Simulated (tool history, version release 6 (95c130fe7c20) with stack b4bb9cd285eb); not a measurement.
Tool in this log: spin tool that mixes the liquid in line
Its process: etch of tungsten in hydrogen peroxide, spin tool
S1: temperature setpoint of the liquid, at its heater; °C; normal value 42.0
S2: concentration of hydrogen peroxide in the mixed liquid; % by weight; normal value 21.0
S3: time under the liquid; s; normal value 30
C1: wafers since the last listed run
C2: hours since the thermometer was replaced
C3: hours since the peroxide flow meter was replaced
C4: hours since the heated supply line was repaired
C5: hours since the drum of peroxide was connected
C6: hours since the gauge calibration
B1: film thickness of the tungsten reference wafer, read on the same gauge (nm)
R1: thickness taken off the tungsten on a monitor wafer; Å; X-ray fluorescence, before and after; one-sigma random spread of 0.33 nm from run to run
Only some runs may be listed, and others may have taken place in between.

Run 1, day 0.000: usual settings but S3 25 s; C1 0; C2 1431.7; C3 465.9; C4 203.2; C5 986.0; C6 1713.1; B1 114.69. Result: R1 301.0 Å.
Run 2, day 1.996: usual settings but S3 25 s; C1 927; C2 1479.6; C3 513.8; C4 251.1; C5 1033.9; C6 1761.0; B1 114.93. Result: R1 306.4 Å.
Run 3, day 4.838: usual settings but S3 25 s; C1 1320; C2 1547.8; C3 582.0; C4 319.3; C5 1102.1; C6 1829.2; B1 115.19. Result: R1 303.5 Å.
Run 4, day 6.504: usual settings but S1 47.0 °C; C1 774; C2 1587.8; C3 622.0; C4 359.3; C5 1142.1; C6 1869.2; B1 115.43. Result: R1 508.6 Å.
At day 7.496: new drum of peroxide connected.
Run 5, day 10.079: usual settings but S2 15.0 % by weight, S3 35 s; C1 1642; C2 1673.6; C3 707.8; C4 445.1; C5 62.0; C6 1955.0; B1 115.83. Result: R1 361.3 Å.
Run 6, day 11.850: usual settings; C1 823; C2 1716.1; C3 750.3; C4 487.6; C5 104.5; C6 1997.5; B1 116.04. Result: R1 365.2 Å.
Run 7, day 14.629: usual settings but S3 45 s; C1 1291; C2 1782.8; C3 817.0; C4 554.3; C5 171.2; C6 2064.2; B1 116.37. Result: R1 554.4 Å.
At day 15.192: thermometer replaced.
Run 8, day 18.754: usual settings; C1 1897; C2 85.5; C3 916.0; C4 653.3; C5 270.2; C6 2163.2; B1 116.91. Result: R1 369.1 Å.
Run 9, day 22.217: usual settings but S2 15.0 % by weight; C1 1609; C2 168.6; C3 999.1; C4 736.4; C5 353.3; C6 2246.3; B1 117.37. Result: R1 315.9 Å.
Run 10, day 25.962: usual settings but S2 26.0 % by weight; C1 1741; C2 258.5; C3 1089.0; C4 826.3; C5 443.2; C6 2336.2; B1 117.92. Result: R1 407.1 Å.
Run 11, day 29.233: usual settings but S1 46.5 °C, S3 20 s; C1 1520; C2 337.0; C3 1167.5; C4 904.8; C5 521.7; C6 2414.7; B1 118.36. Result: R1 331.4 Å.
Run 12, day 31.883: usual settings but S1 37.5 °C; C1 1231; C2 400.6; C3 1231.1; C4 968.4; C5 585.3; C6 2478.3; B1 118.75. Result: R1 279.7 Å.
Run 13, day 35.183: usual settings; C1 1533; C2 479.8; C3 1310.3; C4 1047.6; C5 664.5; C6 2557.5; B1 119.25. Result: R1 374.6 Å.
Run 14, day 37.817: usual settings; C1 1223; C2 543.0; C3 1373.5; C4 1110.8; C5 727.7; C6 2620.7; B1 119.62. Result: R1 377.9 Å.
At day 39.383: gauge calibrated.
Run 15, day 41.517: usual settings but S1 34.5 °C, S3 40 s; C1 1719; C2 631.8; C3 1462.3; C4 1199.6; C5 816.5; C6 51.2; B1 109.97. Result: R1 284.9 Å.
Run 16, day 43.929: usual settings but S1 34.5 °C, S2 23.5 % by weight, S3 40 s; C1 1121; C2 689.7; C3 1520.2; C4 1257.5; C5 874.4; C6 109.1; B1 109.93. Result: R1 302.3 Å.
Run 17, day 47.129: usual settings; C1 1487; C2 766.5; C3 1597.0; C4 1334.3; C5 951.2; C6 185.9; B1 109.97. Result: R1 346.4 Å.
Run 18, day 50.225: usual settings but S1 39.0 °C, S2 15.0 % by weight, S3 20 s; C1 1438; C2 840.8; C3 1671.3; C4 1408.6; C5 1025.5; C6 260.2; B1 110.04. Result: R1 160.3 Å.
Run 19, day 52.079: usual settings but S2 23.0 % by weight; C1 861; C2 885.3; C3 1715.8; C4 1453.1; C5 1070.0; C6 304.7; B1 110.04. Result: R1 362.5 Å.
At day 62.071: new drum of peroxide connected.
Run 20, day 62.117: usual settings but S1 39.0 °C, S3 15 s; C1 4645; C2 1126.2; C3 1956.7; C4 1694.0; C5 1.1; C6 545.6; B1 110.27. Result: R1 142.5 Å.
Run 21, day 64.296: usual settings; C1 1012; C2 1178.5; C3 2009.0; C4 1746.3; C5 53.4; C6 597.9; B1 110.38. Result: R1 351.3 Å.
Run 22, day 67.046: usual settings but S1 37.5 °C, S2 16.0 % by weight, S3 20 s; C1 1278; C2 1244.5; C3 2075.0; C4 1812.3; C5 119.4; C6 663.9; B1 110.48. Result: R1 151.5 Å.
Run 23, day 71.158: usual settings but S1 50.5 °C; C1 1911; C2 1343.2; C3 2173.7; C4 1911.0; C5 218.1; C6 762.6; B1 110.63. Result: R1 594.0 Å.
Run 24, day 75.550: usual settings but S1 32.0 °C, S2 19.0 % by weight, S3 45 s; C1 2041; C2 1448.6; C3 2279.1; C4 2016.4; C5 323.5; C6 868.0; B1 110.89. Result: R1 260.9 Å.
Run 25, day 77.154: usual settings; C1 745; C2 1487.1; C3 2317.6; C4 2054.9; C5 362.0; C6 906.5; B1 110.98. Result: R1 344.7 Å.
Run 26, day 79.671: usual settings but S3 40 s; C1 1169; C2 1547.5; C3 2378.0; C4 2115.3; C5 422.4; C6 966.9; B1 111.11. Result: R1 466.9 Å.
At day 80.633: peroxide flow meter replaced.
Run 27, day 82.167: usual settings; C1 1140; C2 1607.4; C3 36.8; C4 2175.2; C5 482.3; C6 1026.8; B1 111.25. Result: R1 351.1 Å.

Consider 3 possible next runs. They are alternatives, not a sequence: every one starts from the tool as it was left by run 27. What does each give?
Run A, day 82.183: usual settings; C1 7; C2 1607.8; C3 37.2; C4 2175.6; C5 482.7; C6 1027.2; B1 ?. Result: R1 ?.
Run B, day 82.183: usual settings but S1 35.5 °C, S2 17.5 % by weight, S3 50 s; C1 7; C2 1607.8; C3 37.2; C4 2175.6; C5 482.7; C6 1027.2; B1 ?. Result: R1 ?.
Run C, day 82.183: usual settings but S1 39.5 °C; C1 7; C2 1607.8; C3 37.2; C4 2175.6; C5 482.7; C6 1027.2; B1 ?. Result: R1 ?.

run      B1     R1
  A  111.26  349.6
  B  111.26  347.2
  C  111.26  297.3
The same runs, with their run-to-run variation unchanged, on a tool lacking any hidden condition would have given:
run     R1
  A  345.6
  B  343.3
  C  294.0
